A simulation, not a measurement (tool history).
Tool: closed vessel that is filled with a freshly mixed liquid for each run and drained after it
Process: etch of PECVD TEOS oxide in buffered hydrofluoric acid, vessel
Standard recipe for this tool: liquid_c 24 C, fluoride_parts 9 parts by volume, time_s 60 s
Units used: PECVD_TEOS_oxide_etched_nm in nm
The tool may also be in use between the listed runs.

run    hour  liquid_c  fluoride_parts  time_s  read-back film thickness of the PECVD TEOS oxide reference wafer, read on the same gauge (nm)  PECVD_TEOS_oxide_etched_nm
  1       0        24               9      60                                                                                          79.99                       239.6
  2    50.3        24               9      60                                                                                          80.02                       241.2
  3   136.1        24               9      60                                                                                          80.02                      241.29
  4   187.4        26               9      60                                                                                             80                       272.3
  5   231.5        26               9      60                                                                                          80.01                       274.9
  6   300.9        26               9      60                                                                                          80.01                      271.78
  7   370.3        24               9      75                                                                                          79.99                      303.94
  8   398.8        24               9      60                                                                                          80.03                      245.49
  9   424.3        24               9      60                                                                                          80.01                      243.86
      439.1  -- thermometer replaced
 10   476.5        24              11      45                                                                                             80                      157.22
 11   546.8      25.5            10.5      85                                                                                             80                      337.91
 12   601.7        24               9      60                                                                                          79.99                      245.35
      637.4  -- hydrofluoric acid flow meter replaced
      651.1  -- gauge calibrated
 13   671.5        24               9      60                                                                                          80.02                      235.21
 14   733.3        28            11.5      60                                                                                          80.01                      239.82
 15   917.9        24               9      30                                                                                          79.98                      118.13
 16   966.7        22             7.5      50                                                                                          80.01                      217.09
 17   992.6        19            12.5      45                                                                                             80                      102.53
 18  1048.8        20            11.5      80                                                                                          80.01                      204.98

Alternative continuations, all from the tool just after run 18; predict every row:
  A  1049.5        24               9      60                                                                                              ?                           ?
  B  1049.5        27               6      85                                                                                              ?                           ?
  C  1049.5      20.5               7      60                                                                                              ?                           ?

run  read-back film thickness of the PECVD TEOS oxide reference wafer, read on the same gauge (nm)  PECVD_TEOS_oxide_etched_nm
  A                                                                                             80                      239.46
  B                                                                                             80                      595.21
  C                                                                                             80                      258.03
Without the tool's hidden state the same runs would have given:
run  PECVD_TEOS_oxide_etched_nm
  A                       234.2
  B                      585.03
  C                       253.5

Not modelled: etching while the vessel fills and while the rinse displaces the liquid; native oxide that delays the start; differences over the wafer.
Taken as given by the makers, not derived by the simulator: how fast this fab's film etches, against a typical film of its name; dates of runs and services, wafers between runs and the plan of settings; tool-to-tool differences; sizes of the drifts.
